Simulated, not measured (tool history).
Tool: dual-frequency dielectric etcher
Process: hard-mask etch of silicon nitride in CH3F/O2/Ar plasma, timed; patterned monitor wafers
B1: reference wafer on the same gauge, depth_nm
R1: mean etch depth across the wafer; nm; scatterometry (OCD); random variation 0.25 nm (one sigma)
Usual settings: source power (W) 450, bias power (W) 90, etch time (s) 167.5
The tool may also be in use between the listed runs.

{"run": 1, "day": 0.0, "source power (W)": 450, "bias power (W)": 90, "etch time (s)": 167.5, "B1": 172.9, "R1": 149}
{"day": 3.967, "done": "wet clean of the chamber"}
{"run": 2, "day": 3.988, "source power (W)": 450, "bias power (W)": 90, "etch time (s)": 167.5, "B1": 173, "R1": 151.4}
{"run": 3, "day": 5.308, "source power (W)": 450, "bias power (W)": 79, "etch time (s)": 167.5, "B1": 173.1, "R1": 144.7}
{"run": 4, "day": 6.846, "source power (W)": 450, "bias power (W)": 79, "etch time (s)": 167.5, "B1": 173.1, "R1": 144.4}
{"run": 5, "day": 11.142, "source power (W)": 450, "bias power (W)": 79, "etch time (s)": 167.5, "B1": 173, "R1": 143.1}
{"run": 6, "day": 14.75, "source power (W)": 450, "bias power (W)": 90, "etch time (s)": 167.5, "B1": 173.1, "R1": 149.1}
{"run": 7, "day": 17.058, "source power (W)": 450, "bias power (W)": 90, "etch time (s)": 167.5, "B1": 173, "R1": 148.9}
{"run": 8, "day": 18.638, "source power (W)": 450, "bias power (W)": 90, "etch time (s)": 167.5, "B1": 173, "R1": 148.5}
{"run": 9, "day": 21.796, "source power (W)": 450, "bias power (W)": 90, "etch time (s)": 167.5, "B1": 173, "R1": 148.1}
{"day": 23.808, "done": "wet clean of the chamber"}
{"run": 10, "day": 23.829, "source power (W)": 450, "bias power (W)": 90, "etch time (s)": 167.5, "B1": 173, "R1": 150.6}
{"run": 11, "day": 27.912, "source power (W)": 340, "bias power (W)": 90, "etch time (s)": 149, "B1": 173, "R1": 121.6}
{"day": 29.671, "done": "source power generator calibrated"}
{"run": 12, "day": 30.546, "source power (W)": 450, "bias power (W)": 90, "etch time (s)": 167.5, "B1": 173, "R1": 151.2}
{"day": 35.983, "done": "gauge calibrated"}
{"run": 13, "day": 36.438, "source power (W)": 450, "bias power (W)": 100, "etch time (s)": 142, "B1": 173.1, "R1": 132.1}
{"run": 14, "day": 40.875, "source power (W)": 450, "bias power (W)": 78, "etch time (s)": 167.5, "B1": 173, "R1": 142.3}
{"day": 41.133, "done": "bias power generator calibrated"}
{"day": 43.933, "done": "wet clean of the chamber"}
{"run": 15, "day": 43.954, "source power (W)": 370, "bias power (W)": 90, "etch time (s)": 151.5, "B1": 173, "R1": 129.7}
{"run": 16, "day": 46.262, "source power (W)": 500, "bias power (W)": 82, "etch time (s)": 167.5, "B1": 172.9, "R1": 153}
{"day": 48.783, "done": "upper electrode replaced"}
{"run": 17, "day": 52.058, "source power (W)": 450, "bias power (W)": 90, "etch time (s)": 167.5, "B1": 172.9, "R1": 151.5}
{"run": 18, "day": 56.096, "source power (W)": 450, "bias power (W)": 90, "etch time (s)": 167.5, "B1": 173, "R1": 150.9}
{"run": 19, "day": 58.258, "source power (W)": 450, "bias power (W)": 90, "etch time (s)": 167.5, "B1": 173.1, "R1": 150.5}
{"run": 20, "day": 61.592, "source power (W)": 450, "bias power (W)": 90, "etch time (s)": 185, "B1": 173, "R1": 165.9}
{"day": 63.25, "done": "wet clean of the chamber"}
{"run": 21, "day": 64.238, "source power (W)": 450, "bias power (W)": 106, "etch time (s)": 167.5, "B1": 173, "R1": 161.1}

5 ways to go on from here, each from the tool as it stands after run 21. What would each give?
{"run": "A", "day": 64.258, "source power (W)": 450, "bias power (W)": 90, "etch time (s)": 167.5, "B1": "?", "R1": "?"}
{"run": "B", "day": 64.258, "source power (W)": 450, "bias power (W)": 99, "etch time (s)": 117.5, "B1": "?", "R1": "?"}
{"run": "C", "day": 64.258, "source power (W)": 450, "bias power (W)": 90, "etch time (s)": 196, "B1": "?", "R1": "?"}
{"run": "D", "day": 64.258, "source power (W)": 510, "bias power (W)": 90, "etch time (s)": 186, "B1": "?", "R1": "?"}
{"run": "E", "day": 64.258, "source power (W)": 420, "bias power (W)": 109, "etch time (s)": 184.5, "B1": "?", "R1": "?"}

run=A B1=173 R1=151.6
run=B B1=173 R1=109.9
run=C B1=173 R1=177.4
run=D B1=173 R1=175.6
run=E B1=173 R1=174.6
Without the tool's hidden state the same runs would have given:
run=A R1=152.1
run=B R1=110.3
run=C R1=178
run=D R1=176.3
run=E R1=175.2
